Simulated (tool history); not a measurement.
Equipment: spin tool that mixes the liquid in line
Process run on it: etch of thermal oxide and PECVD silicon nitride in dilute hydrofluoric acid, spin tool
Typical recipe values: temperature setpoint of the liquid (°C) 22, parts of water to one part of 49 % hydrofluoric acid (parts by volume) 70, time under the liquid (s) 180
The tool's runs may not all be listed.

run,day,temperature setpoint of the liquid (°C),parts of water to one part of 49 % hydrofluoric acid (parts by volume),time under the liquid (s),"read-back film thickness of the thermal oxide reference wafer, read on the same gauge (nm)","read-back film thickness of the PECVD silicon nitride reference wafer, read on the same gauge (nm)",thickness taken off the thermal oxide on a monitor wafer (Å),thickness taken off the PECVD silicon nitride on a monitor wafer (Å)
1,0,22,70,100,69.95,150.039,70.4,21.83
2,3.217,22,70,100,69.96,149.978,69.7,21.84
3,5.088,22,70,265,69.98,150.006,183.6,58.33
4,7.733,22,70,265,70.01,150.013,187,58.67
5,12.062,21,70,180,69.96,150.016,120.7,37.15
6,14.471,21,70,180,70.03,149.978,121.3,37.59
7,16.346,21,70,180,70.02,149.98,121.6,37.41
# day 17.079: hydrofluoric acid flow meter replaced
# day 19.388: gauge calibrated
8,20.483,25.5,70,180,70.01,149.954,145.7,49.71
9,22.283,25.5,70,180,70.02,149.992,146.1,51.31
10,25.258,22,70,180,69.99,149.984,127.1,40.22
# day 26.054: thermometer replaced
11,27.796,22,70,180,69.99,150.012,122.3,37.3
12,31.133,19,70,70,69.99,150.007,42,11.88
13,33.096,24,45,210,69.98,150.035,247.5,79.96
14,36.721,22,70,265,69.99,150.009,180.3,55.83
15,38.238,18.5,70,180,70.03,150.029,107.2,29.81
16,42.458,17.5,70,290,70,149.993,165.8,45
17,44.767,26,70,110,69.99,149.984,89.5,30.62
18,48.279,22,70,245,69.98,149.967,168.3,51.93
19,51.912,25.5,95,75,69.98,150.029,42.7,14.89
20,56.1,22,70,180,69.97,150.01,125,38.67
21,60.079,26.5,70,180,70.01,150.027,150.1,52.43

What does the tool deliver on the next run?
22,63.862,22,70,180,?,?,?,?

{"run 22": {"read-back film thickness of the thermal oxide reference wafer, read on the same gauge (nm)": 70.02, "read-back film thickness of the PECVD silicon nitride reference wafer, read on the same gauge (nm)": 150.004, "thickness taken off the thermal oxide on a monitor wafer (Å)": 125, "thickness taken off the PECVD silicon nitride on a monitor wafer (Å)": 40.09}}
Had the tool carried no hidden state, the very same run would have given thickness taken off the thermal oxide on a monitor wafer (Å) 122.1, thickness taken off the PECVD silicon nitride on a monitor wafer (Å) 38.57.
